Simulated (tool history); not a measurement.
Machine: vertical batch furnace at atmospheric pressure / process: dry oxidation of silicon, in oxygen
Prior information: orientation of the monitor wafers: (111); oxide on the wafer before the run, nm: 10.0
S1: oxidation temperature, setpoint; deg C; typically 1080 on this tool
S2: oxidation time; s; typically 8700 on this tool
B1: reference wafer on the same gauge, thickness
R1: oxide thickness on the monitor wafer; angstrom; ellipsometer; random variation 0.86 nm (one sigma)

run 1 hour=0.0 | S1=1080 S2=6780 | B1=169.99 | R1=1673.7
run 2 hour=76.2 | S1=1080 S2=6780 | B1=170.11 | R1=1673.0
run 3 hour=234.3 | S1=1080 S2=8700 | B1=170.07 | R1=1934.2
run 4 hour=329.3 | S1=1080 S2=8700 | B1=170.01 | R1=1910.6
run 5 hour=418.4 | S1=1080 S2=8700 | B1=169.97 | R1=1935.5
run 6 hour=465.3 | S1=1080 S2=8700 | B1=170.14 | R1=1930.2
run 7 hour=563.3 | S1=1080 S2=8700 | B1=169.87 | R1=1935.2
run 8 hour=650.8 | S1=1080 S2=8700 | B1=169.96 | R1=1908.0
run 9 hour=718.8 | S1=1080 S2=8700 | B1=170.11 | R1=1899.5
run 10 hour=781.0 | S1=1080 S2=8700 | B1=169.96 | R1=1909.7
run 11 hour=862.6 | S1=1080 S2=8700 | B1=170.16 | R1=1925.1
run 12 hour=945.9 | S1=1080 S2=8700 | B1=169.97 | R1=1908.4
run 13 hour=1027.1 | S1=1080 S2=8700 | B1=169.99 | R1=1922.5
run 14 hour=1064.5 | S1=1080 S2=8700 | B1=169.90 | R1=1920.2
run 15 hour=1169.7 | S1=1080 S2=7530 | B1=170.00 | R1=1763.4
-- hour=1266.5 thermocouples replaced and temperature profile calibrated
-- hour=1461.6 boat lift adjusted
run 16 hour=1466.2 | S1=1080 S2=7530 | B1=169.79 | R1=1794.5
run 17 hour=1504.7 | S1=1080 S2=7530 | B1=170.14 | R1=1793.1
run 18 hour=1549.0 | S1=1072 S2=10680 | B1=169.93 | R1=2082.0
run 19 hour=1625.2 | S1=1072 S2=10680 | B1=169.88 | R1=2105.2
run 20 hour=1685.0 | S1=1080 S2=8700 | B1=169.97 | R1=1934.9
-- hour=1692.5 gauge calibrated
run 21 hour=1755.7 | S1=1070 S2=12180 | B1=169.90 | R1=2213.5
run 22 hour=1842.3 | S1=1080 S2=8700 | B1=169.98 | R1=1937.1
run 23 hour=1932.9 | S1=1080 S2=7350 | B1=169.92 | R1=1744.5
run 24 hour=1997.1 | S1=1062 S2=7260 | B1=170.07 | R1=1555.6
run 25 hour=2064.8 | S1=1080 S2=7530 | B1=169.82 | R1=1742.3
run 26 hour=2150.7 | S1=1080 S2=8700 | B1=169.96 | R1=1894.3
run 27 hour=2257.0 | S1=1057 S2=7020 | B1=169.88 | R1=1484.3
run 28 hour=2318.6 | S1=1069 S2=10260 | B1=169.97 | R1=1969.5
run 29 hour=2364.5 | S1=1080 S2=8700 | B1=169.86 | R1=1924.6
run 30 hour=2409.6 | S1=1072 S2=5580 | B1=170.06 | R1=1392.6
run 31 hour=2483.4 | S1=1071 S2=4740 | B1=169.97 | R1=1256.1
run 32 hour=2526.8 | S1=1080 S2=11700 | B1=169.95 | R1=2261.8
run 33 hour=2618.9 | S1=1099 S2=6120 | B1=170.10 | R1=1733.2
run 34 hour=2719.7 | S1=1080 S2=8700 | B1=169.94 | R1=1895.5
run 35 hour=2826.6 | S1=1101 S2=7080 | B1=169.95 | R1=1935.8
-- hour=2879.3 boat lift adjusted
run 36 hour=2879.8 | S1=1102 S2=4680 | B1=170.12 | R1=1568.0
run 37 hour=2966.5 | S1=1072 S2=10680 | B1=170.06 | R1=2087.6
run 38 hour=3036.5 | S1=1091 S2=5040 | B1=170.14 | R1=1512.3
run 39 hour=3073.2 | S1=1080 S2=8700 | B1=169.89 | R1=1938.1
run 40 hour=3148.8 | S1=1080 S2=8700 | B1=169.76 | R1=1946.2

Alternative continuations, all from the tool just after run 40; predict every row:
run A hour=3155.8 | S1=1080 S2=8700 | B1=? | R1=?
run B hour=3155.8 | S1=1080 S2=6720 | B1=? | R1=?
run C hour=3155.8 | S1=1093 S2=10620 | B1=? | R1=?

run=A B1=169.86 R1=1930.9
run=B B1=169.86 R1=1658.8
run=C B1=169.86 R1=2341.7
Take away the tool's hidden state, keep each run's random variation, and the runs would have read:
run=A R1=1951.8
run=B R1=1677.2
run=C R1=2366.4
